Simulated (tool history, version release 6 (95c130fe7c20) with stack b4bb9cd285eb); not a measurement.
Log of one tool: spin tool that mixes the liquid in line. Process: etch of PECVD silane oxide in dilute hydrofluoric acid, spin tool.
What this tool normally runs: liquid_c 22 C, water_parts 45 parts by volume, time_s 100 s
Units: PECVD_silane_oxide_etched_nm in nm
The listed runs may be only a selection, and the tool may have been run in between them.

run,hour,liquid_c,water_parts,time_s,"read-back film thickness of the PECVD silane oxide reference wafer, read on the same gauge (nm)",PECVD_silane_oxide_etched_nm
1,0,22,45,100,100,53.44
2,16.3,22,45,100,99.99,53.15
3,29.4,22,45,100,100,52.99
4,43.5,22,45,100,99.99,53.3
5,54.8,22,45,100,99.99,53.49
6,64.4,25.5,45,100,100.02,61.61
7,81.8,22,45,100,99.99,53.25
8,93.6,22,45,100,99.98,52.79
# hour 95: hydrofluoric acid flow meter replaced
9,110.8,22,45,100,100,59.76
10,122.9,22,50,100,99.98,53.4
11,135.2,22,45,100,100.02,59.79
12,144.6,22,45,100,100.01,59.51
13,160.2,22,45,100,100.01,59.69
# hour 164.1: thermometer replaced
14,169.8,22,45,100,99.98,59.24
15,183.1,25.5,60,100,99.99,50.53
16,200,23.5,45,100,100.01,63.19
17,214.3,26,45,40,100.01,27.76
# hour 216.2: gauge calibrated
18,227.2,22,45,80,100,47.21
19,235.1,22,65,100,100,40.12
20,241.6,22,45,100,100.01,59.7
21,253.1,19.5,35,70,100,48.72
22,269,26,45,100,99.99,69.79
23,276.8,18.5,35,75,100.01,49.53
24,289.8,22,65,115,100.01,45.81

Had the tool no unlogged condition, and each run kept its random variation, what would the results have been?
The tool's hidden condition here consists of: liquid colder than its thermometer reads (K); hydrofluoric acid flow below the setpoint (%); gauge reads high (%).
run,PECVD_silane_oxide_etched_nm
1,60.27
2,60.02
3,59.91
4,60.31
5,60.58
6,69.87
7,60.43
8,59.96
9,60.28
10,53.9
11,60.4
12,60.15
13,60.39
14,59.97
15,51.22
16,64.11
17,28.2
18,47.97
19,40.81
20,60.74
21,49.59
22,71.13
23,50.49
24,46.77

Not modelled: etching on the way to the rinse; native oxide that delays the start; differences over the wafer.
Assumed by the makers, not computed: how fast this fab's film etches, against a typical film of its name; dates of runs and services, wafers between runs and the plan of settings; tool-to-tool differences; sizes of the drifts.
